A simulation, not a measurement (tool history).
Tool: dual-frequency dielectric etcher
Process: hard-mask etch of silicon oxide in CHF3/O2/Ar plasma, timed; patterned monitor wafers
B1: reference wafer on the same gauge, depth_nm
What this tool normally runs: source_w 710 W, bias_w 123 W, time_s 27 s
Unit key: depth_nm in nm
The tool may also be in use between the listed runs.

Run 1, hour 0: usual settings but time_s 31.5 s; B1 60.9. Result: depth_nm 66.2 nm.
Run 2, hour 78: usual settings but source_w 820 W, time_s 31 s; B1 60.9. Result: depth_nm 67.2 nm.
At hour 260.6: wet clean of the chamber.
Run 3, hour 281: usual settings but time_s 29 s; B1 60.9. Result: depth_nm 62.2 nm.
Run 4, hour 379.4: usual settings but time_s 29 s; B1 60.9. Result: depth_nm 62.5 nm.
At hour 465.3: source power generator calibrated.
Run 5, hour 470.4: usual settings but source_w 790 W; B1 60.9. Result: depth_nm 59.4 nm.
Run 6, hour 553.9: usual settings but source_w 790 W; B1 60.9. Result: depth_nm 59.6 nm.
Run 7, hour 637.2: usual settings but source_w 790 W; B1 61. Result: depth_nm 58.5 nm.
Run 8, hour 674.6: usual settings but source_w 800 W; B1 60.9. Result: depth_nm 58.5 nm.
At hour 686.5: gauge calibrated.
Run 9, hour 740.3: usual settings but source_w 800 W; B1 60.9. Result: depth_nm 58.1 nm.
At hour 764.7: wet clean of the chamber.
Run 10, hour 816.6: usual settings but time_s 32.5 s; B1 60.9. Result: depth_nm 68.9 nm.
Run 11, hour 899.9: usual settings but time_s 32.5 s; B1 60.9. Result: depth_nm 68.7 nm.
Run 12, hour 994.3: usual settings; B1 60.9. Result: depth_nm 56.7 nm.
At hour 1244.8: wet clean of the chamber.
Run 13, hour 1305.2: usual settings; B1 60.9. Result: depth_nm 57 nm.
Run 14, hour 1395.4: usual settings but source_w 640 W; B1 60.9. Result: depth_nm 55.2 nm.
At hour 1446.1: bias power generator calibrated.
Run 15, hour 1469.1: usual settings but source_w 640 W, time_s 21 s; B1 60.9. Result: depth_nm 42.7 nm.
At hour 1496.6: upper electrode replaced.
Run 16, hour 1513.4: usual settings but source_w 540 W, time_s 30.5 s; B1 60.9. Result: depth_nm 58.5 nm.
Run 17, hour 1591.4: usual settings but bias_w 112 W; B1 60.9. Result: depth_nm 54.8 nm.
Run 18, hour 1637.5: usual settings but bias_w 132 W, time_s 19 s; B1 60.9. Result: depth_nm 40.4 nm.
Run 19, hour 1740.5: usual settings; B1 60.9. Result: depth_nm 55.1 nm.
At hour 1834.5: wet clean of the chamber.
Run 20, hour 1835: usual settings but source_w 770 W; B1 60.9. Result: depth_nm 59 nm.
Run 21, hour 1876.8: usual settings but bias_w 112 W; B1 60.9. Result: depth_nm 55.6 nm.

Run 22 is up next; what results do you expect?
Run 22, hour 1937.6: usual settings but bias_w 109 W; B1 ?. Result: depth_nm ?.

B1: 60.9
depth_nm: 55 nm
With the hidden condition absent and the run-to-run variation left alone, this run would have shown depth_nm 55.6 nm.

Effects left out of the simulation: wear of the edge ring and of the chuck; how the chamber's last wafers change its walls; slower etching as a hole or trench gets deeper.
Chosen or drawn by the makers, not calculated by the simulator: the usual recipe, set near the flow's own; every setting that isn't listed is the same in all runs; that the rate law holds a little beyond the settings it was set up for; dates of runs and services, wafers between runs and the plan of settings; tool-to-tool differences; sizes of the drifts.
